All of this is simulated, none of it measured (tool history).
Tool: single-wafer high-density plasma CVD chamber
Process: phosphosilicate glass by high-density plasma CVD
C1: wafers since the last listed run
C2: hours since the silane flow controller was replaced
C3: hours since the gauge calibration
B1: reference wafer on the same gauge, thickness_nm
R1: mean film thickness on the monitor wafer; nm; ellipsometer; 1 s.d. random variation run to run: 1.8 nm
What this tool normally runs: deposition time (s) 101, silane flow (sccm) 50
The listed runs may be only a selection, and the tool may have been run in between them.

Run 1, hour 0: usual settings; C1 0; C2 1991.6; C3 191.6; B1 531.447. Result: R1 474.874 nm.
Run 2, hour 34.7: usual settings but deposition time (s) 108, silane flow (sccm) 53; C1 342; C2 2026.3; C3 226.3; B1 530.81. Result: R1 527.479 nm.
Run 3, hour 68.3: usual settings; C1 331; C2 2059.9; C3 259.9; B1 530.796. Result: R1 472.945 nm.
Run 4, hour 83.2: usual settings; C1 147; C2 2074.8; C3 274.8; B1 530.602. Result: R1 474.711 nm.
Run 5, hour 122.9: usual settings; C1 391; C2 2114.5; C3 314.5; B1 530.894. Result: R1 474.94 nm.
Run 6, hour 147.2: usual settings; C1 239; C2 2138.8; C3 338.8; B1 531.053. Result: R1 475.301 nm.
At hour 157.6: gauge calibrated.
Run 7, hour 170.1: usual settings; C1 225; C2 2161.7; C3 12.5; B1 530.125. Result: R1 475.172 nm.
Run 8, hour 192.9: usual settings but deposition time (s) 113; C1 224; C2 2184.5; C3 35.3; B1 530.996. Result: R1 527.691 nm.
Run 9, hour 211.4: usual settings; C1 182; C2 2203; C3 53.8; B1 531.16. Result: R1 476.009 nm.
Run 10, hour 225.9: usual settings but deposition time (s) 93, silane flow (sccm) 41; C1 143; C2 2217.5; C3 68.3; B1 531.884. Result: R1 386.103 nm.
At hour 255.6: silane flow controller replaced.
Run 11, hour 256.1: usual settings; C1 219; C2 0.5; C3 98.5; B1 531.948. Result: R1 474.333 nm.
Run 12, hour 275.8: usual settings but deposition time (s) 111, silane flow (sccm) 57; C1 194; C2 20.2; C3 118.2; B1 530.699. Result: R1 572.062 nm.
Run 13, hour 298: usual settings but deposition time (s) 109, silane flow (sccm) 40; C1 219; C2 42.4; C3 140.4; B1 530.667. Result: R1 445.142 nm.
Run 14, hour 312.2: usual settings but silane flow (sccm) 41; C1 140; C2 56.6; C3 154.6; B1 531.401. Result: R1 418.023 nm.
Run 15, hour 334.1: usual settings but deposition time (s) 118, silane flow (sccm) 45; C1 216; C2 78.5; C3 176.5; B1 530.695. Result: R1 518.118 nm.

Here are 5 independent what-if runs from the current tool condition. What would each one return?
Run A, hour 334.5: usual settings; C1 3; C2 78.9; C3 176.9; B1 ?. Result: R1 ?.
Run B, hour 334.5: usual settings but deposition time (s) 115, silane flow (sccm) 57; C1 3; C2 78.9; C3 176.9; B1 ?. Result: R1 ?.
Run C, hour 334.5: usual settings but deposition time (s) 118, silane flow (sccm) 55; C1 3; C2 78.9; C3 176.9; B1 ?. Result: R1 ?.
Run D, hour 334.5: usual settings but deposition time (s) 113, silane flow (sccm) 43; C1 3; C2 78.9; C3 176.9; B1 ?. Result: R1 ?.
Run E, hour 334.5: usual settings but deposition time (s) 88, silane flow (sccm) 40; C1 3; C2 78.9; C3 176.9; B1 ?. Result: R1 ?.

run       B1       R1
  A  531.683  474.063
  B  531.683   589.61
  C  531.683  590.381
  D  531.683   481.42
  E  531.683  358.568
What these runs would have given with no unlogged condition in the tool:
run       R1
  A  474.063
  B   589.61
  C  590.381
  D   481.42
  E  358.568
